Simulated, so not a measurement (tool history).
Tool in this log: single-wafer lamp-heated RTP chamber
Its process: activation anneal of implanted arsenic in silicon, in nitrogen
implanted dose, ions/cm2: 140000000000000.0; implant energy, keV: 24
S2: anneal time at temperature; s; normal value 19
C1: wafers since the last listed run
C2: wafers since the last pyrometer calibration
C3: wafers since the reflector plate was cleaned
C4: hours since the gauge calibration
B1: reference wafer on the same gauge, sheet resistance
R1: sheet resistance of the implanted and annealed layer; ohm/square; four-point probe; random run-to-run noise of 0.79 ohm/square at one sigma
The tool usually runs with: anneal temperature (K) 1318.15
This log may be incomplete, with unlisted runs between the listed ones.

run 1 hour=0.0 | anneal_temperature_(K)=1338.15 S2=19 | C1=0 C2=5731 C3=7662 C4=48.4 | B1=621.42 | R1=522.16
run 2 hour=9.3 | anneal_temperature_(K)=1338.15 S2=19 | C1=125 C2=5857 C3=7788 C4=57.7 | B1=621.39 | R1=522.90
run 3 hour=20.7 | anneal_temperature_(K)=1334.15 S2=19 | C1=154 C2=6011 C3=7942 C4=69.1 | B1=620.79 | R1=522.76
run 4 hour=38.4 | anneal_temperature_(K)=1334.15 S2=19 | C1=239 C2=6250 C3=8181 C4=86.8 | B1=620.59 | R1=522.35
run 5 hour=54.7 | anneal_temperature_(K)=1318.15 S2=19 | C1=220 C2=6471 C3=8402 C4=103.1 | B1=620.67 | R1=525.42
run 6 hour=66.2 | anneal_temperature_(K)=1318.15 S2=19 | C1=155 C2=6626 C3=8557 C4=114.6 | B1=621.07 | R1=525.33
-- hour=78.4 reflector plate cleaned
run 7 hour=79.7 | anneal_temperature_(K)=1318.15 S2=19 | C1=74 C2=6701 C3=17 C4=128.1 | B1=620.77 | R1=525.09
-- hour=96.1 pyrometer window cleaned and pyrometer calibrated
run 8 hour=96.8 | anneal_temperature_(K)=1304.15 S2=14 | C1=123 C2=9 C3=140 C4=145.2 | B1=621.04 | R1=530.94
-- hour=109.2 gauge calibrated
run 9 hour=112.9 | anneal_temperature_(K)=1298.15 S2=29 | C1=217 C2=227 C3=357 C4=3.7 | B1=620.52 | R1=525.00
run 10 hour=122.1 | anneal_temperature_(K)=1318.15 S2=11 | C1=124 C2=352 C3=482 C4=12.9 | B1=620.86 | R1=528.48
run 11 hour=136.2 | anneal_temperature_(K)=1335.15 S2=23 | C1=190 C2=542 C3=672 C4=27.0 | B1=620.85 | R1=520.71
run 12 hour=150.4 | anneal_temperature_(K)=1318.15 S2=19 | C1=191 C2=734 C3=864 C4=41.2 | B1=621.10 | R1=525.05
run 13 hour=167.9 | anneal_temperature_(K)=1295.15 S2=29 | C1=236 C2=971 C3=1101 C4=58.7 | B1=621.57 | R1=527.03
run 14 hour=177.0 | anneal_temperature_(K)=1328.15 S2=28 | C1=123 C2=1094 C3=1224 C4=67.8 | B1=621.13 | R1=519.60

What if the next run were any one of these 4? Each begins from the tool's condition after run 14:
run A hour=177.4 | anneal_temperature_(K)=1318.15 S2=16 | C1=5 C2=1099 C3=1229 C4=68.2 | B1=? | R1=?
run B hour=177.4 | anneal_temperature_(K)=1342.15 S2=19 | C1=5 C2=1099 C3=1229 C4=68.2 | B1=? | R1=?
run C hour=177.4 | anneal_temperature_(K)=1295.15 S2=19 | C1=5 C2=1099 C3=1229 C4=68.2 | B1=? | R1=?
run D hour=177.4 | anneal_temperature_(K)=1304.15 S2=10 | C1=5 C2=1099 C3=1229 C4=68.2 | B1=? | R1=?

run=A B1=620.87 R1=526.32
run=B B1=620.87 R1=520.83
run=C B1=620.87 R1=528.13
run=D B1=620.87 R1=530.23
What these runs would have given with no unlogged condition in the tool:
run=A R1=526.32
run=B R1=520.83
run=C R1=528.13
run=D R1=530.23

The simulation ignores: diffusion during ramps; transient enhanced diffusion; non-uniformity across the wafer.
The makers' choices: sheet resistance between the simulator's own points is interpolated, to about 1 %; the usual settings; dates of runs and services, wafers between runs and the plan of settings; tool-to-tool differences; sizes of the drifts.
